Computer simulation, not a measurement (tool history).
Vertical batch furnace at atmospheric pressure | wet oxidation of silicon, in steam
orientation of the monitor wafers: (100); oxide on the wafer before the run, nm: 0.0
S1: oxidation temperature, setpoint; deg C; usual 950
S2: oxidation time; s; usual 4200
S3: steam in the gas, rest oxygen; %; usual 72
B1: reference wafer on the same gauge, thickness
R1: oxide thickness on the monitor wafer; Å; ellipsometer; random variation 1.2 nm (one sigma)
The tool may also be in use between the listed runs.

| run | hour | S1 | S2 | S3 | B1 | R1 |
|---|---|---|---|---|---|---|
| 1 | 0 | 950 | 4200 | 72 | 205.02 | 2210 |
| 2 | 47.2 | 950 | 4200 | 72 | 205.09 | 2198.8 |
| 3 | 133.3 | 950 | 4200 | 72 | 204.97 | 2212.8 |
| 4 | 434.4 | 950 | 4200 | 69 | 205.04 | 2130.1 |
| 5 | 492.4 | 950 | 4200 | 69 | 204.99 | 2107.5 |
| 6 | 574.6 | 950 | 4200 | 72 | 205.03 | 2192.6 |
| 7 | 649.8 | 950 | 4200 | 72 | 204.88 | 2190.6 |
| 8 | 755.3 | 950 | 5730 | 72 | 204.97 | 2801.4 |
| 9 | 835.5 | 950 | 4200 | 72 | 204.98 | 2191.8 |
| 10 | 875.3 | 950 | 5790 | 72 | 205.01 | 2849.2 |
|  | 885.2 | gauge calibrated |
| 11 | 963.5 | 950 | 2580 | 72 | 204.77 | 1466.6 |
| 12 | 1015.8 | 950 | 4200 | 72 | 205.22 | 2185.7 |
| 13 | 1111.7 | 950 | 4200 | 72 | 204.91 | 2198.6 |
| 14 | 1177.8 | 950 | 4200 | 72 | 205.11 | 2169.2 |
| 15 | 1272.9 | 950 | 4200 | 72 | 205.05 | 2196.7 |
|  | 1348.6 | thermocouples replaced and temperature profile calibrated |
| 16 | 1349.1 | 950 | 4200 | 72 | 205.08 | 2171.4 |
|  | 1388.4 | steam generator serviced |
| 17 | 1388.9 | 950 | 4200 | 72 | 205.03 | 2236.3 |
| 18 | 1452.8 | 958 | 4200 | 61 | 205.11 | 2146.1 |
| 19 | 1543.2 | 943 | 5880 | 79 | 204.85 | 2955.5 |
| 20 | 1581.4 | 950 | 4200 | 72 | 205.06 | 2235.2 |
| 21 | 1624.7 | 964 | 2400 | 82 | 204.98 | 1830.2 |
| 22 | 1849.7 | 950 | 4200 | 72 | 204.91 | 2226.2 |
| 23 | 1926.5 | 944 | 4200 | 78 | 204.99 | 2260.1 |
| 24 | 1991.7 | 968 | 2940 | 83 | 204.94 | 2226.4 |
| 25 | 2051.1 | 950 | 4200 | 72 | 205.03 | 2220 |
| 26 | 2110.3 | 950 | 4200 | 72 | 205.04 | 2213.5 |
| 27 | 2198.6 | 950 | 4200 | 61 | 205.18 | 1931.8 |
| 28 | 2283 | 971 | 2790 | 66 | 205.14 | 1835 |
| 29 | 2337.7 | 950 | 2700 | 82 | 204.94 | 1712.4 |
| 30 | 2441 | 958 | 5430 | 83 | 205 | 3270.7 |
| 31 | 2500.5 | 950 | 4200 | 72 | 204.97 | 2219.8 |
| 32 | 2588.8 | 950 | 4200 | 79 | 205.01 | 2384.3 |
| 33 | 2639.9 | 950 | 4200 | 72 | 204.89 | 2200 |
| 34 | 2690.2 | 950 | 4200 | 79 | 204.94 | 2359.4 |
| 35 | 2755.4 | 950 | 4200 | 65 | 204.95 | 2027.3 |

Measured less the same run without the tool's hidden state. The same run-to-run variation is in both; the gauge's scatter may not be:
The hidden state here: true tube temperature minus thermocouple reading, K; steam share off its setpoint, % of the setpoint; gauge reads high (%).
| run | R1 |
|---|---|
| 1 | -53.8 |
| 2 | -54.9 |
| 3 | -57.5 |
| 4 | -61.5 |
| 5 | -61.7 |
| 6 | -65 |
| 7 | -65.9 |
| 8 | -82.6 |
| 9 | -67.9 |
| 10 | -85.3 |
| 11 | -48.8 |
| 12 | -69.2 |
| 13 | -70.2 |
| 14 | -69.7 |
| 15 | -71 |
| 16 | -70.5 |
| 17 | -2.7 |
| 18 | -8.3 |
| 19 | -21 |
| 20 | -19.4 |
| 21 | -18.6 |
| 22 | -36.3 |
| 23 | -41 |
| 24 | -42 |
| 25 | -45.3 |
| 26 | -47.5 |
| 27 | -45 |
| 28 | -43.9 |
| 29 | -43.8 |
| 30 | -78.4 |
| 31 | -58.6 |
| 32 | -64.1 |
| 33 | -60.7 |
| 34 | -65.3 |
| 35 | -58.4 |
